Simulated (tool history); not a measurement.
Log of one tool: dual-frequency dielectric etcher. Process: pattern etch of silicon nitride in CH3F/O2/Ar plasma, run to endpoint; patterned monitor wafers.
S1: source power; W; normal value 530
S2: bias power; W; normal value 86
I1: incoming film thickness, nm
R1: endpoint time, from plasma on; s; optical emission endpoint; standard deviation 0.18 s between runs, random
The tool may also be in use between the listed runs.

run 1 hour=0.0 | S1=460 S2=86 | I1=45.46 | R1=63.0
run 2 hour=34.7 | S1=460 S2=86 | I1=45.28 | R1=62.9
run 3 hour=100.3 | S1=460 S2=86 | I1=45.10 | R1=62.5
run 4 hour=124.4 | S1=530 S2=86 | I1=45.01 | R1=59.2
run 5 hour=153.6 | S1=530 S2=86 | I1=45.74 | R1=60.2
-- hour=188.9 wet clean of the chamber
run 6 hour=224.4 | S1=530 S2=86 | I1=45.96 | R1=59.9
run 7 hour=283.9 | S1=530 S2=86 | I1=45.71 | R1=59.7
run 8 hour=309.8 | S1=530 S2=86 | I1=45.46 | R1=59.4
run 9 hour=379.6 | S1=530 S2=86 | I1=45.43 | R1=59.6
run 10 hour=433.7 | S1=530 S2=80 | I1=45.02 | R1=61.1
run 11 hour=471.8 | S1=530 S2=80 | I1=45.33 | R1=61.2
run 12 hour=500.3 | S1=530 S2=80 | I1=45.59 | R1=62.2
run 13 hour=527.3 | S1=530 S2=90 | I1=45.54 | R1=58.8
run 14 hour=566.4 | S1=530 S2=90 | I1=45.22 | R1=58.4
-- hour=603.2 wet clean of the chamber
run 15 hour=603.7 | S1=480 S2=93 | I1=45.83 | R1=59.4
-- hour=663.7 bias power generator calibrated
run 16 hour=664.9 | S1=410 S2=92 | I1=45.52 | R1=63.2
-- hour=678.8 source power generator calibrated
run 17 hour=731.8 | S1=570 S2=68 | I1=45.46 | R1=63.0
run 18 hour=764.9 | S1=490 S2=96 | I1=45.17 | R1=57.7
run 19 hour=791.3 | S1=530 S2=86 | I1=45.28 | R1=58.8
run 20 hour=831.3 | S1=530 S2=86 | I1=45.66 | R1=59.4
run 21 hour=856.0 | S1=600 S2=86 | I1=45.23 | R1=56.3
-- hour=894.7 upper electrode replaced
run 22 hour=899.7 | S1=530 S2=107 | I1=45.41 | R1=54.1
run 23 hour=957.6 | S1=640 S2=86 | I1=45.97 | R1=56.0
-- hour=1040.6 wet clean of the chamber
run 24 hour=1041.1 | S1=450 S2=86 | I1=45.57 | R1=63.0
run 25 hour=1089.6 | S1=490 S2=97 | I1=45.25 | R1=57.4
run 26 hour=1156.5 | S1=530 S2=70 | I1=45.43 | R1=64.2
run 27 hour=1183.6 | S1=490 S2=86 | I1=46.03 | R1=61.7
run 28 hour=1228.9 | S1=460 S2=86 | I1=45.67 | R1=63.0
run 29 hour=1262.1 | S1=460 S2=102 | I1=46.16 | R1=59.4

5 options for the next run, each taken on its own from the tool as it stands now. Forecast them:
run A hour=1262.5 | S1=530 S2=86 | I1=45.74 | R1=?
run B hour=1262.5 | S1=640 S2=80 | I1=45.74 | R1=?
run C hour=1262.5 | S1=460 S2=71 | I1=45.74 | R1=?
run D hour=1262.5 | S1=570 S2=86 | I1=45.74 | R1=?
run E hour=1262.5 | S1=410 S2=98 | I1=45.74 | R1=?

run=A R1=59.7
run=B R1=57.1
run=C R1=68.6
run=D R1=58.0
run=E R1=62.6
Without the tool's hidden state the same runs would have given:
run=A R1=59.1
run=B R1=56.5
run=C R1=67.8
run=D R1=57.4
run=E R1=62.0
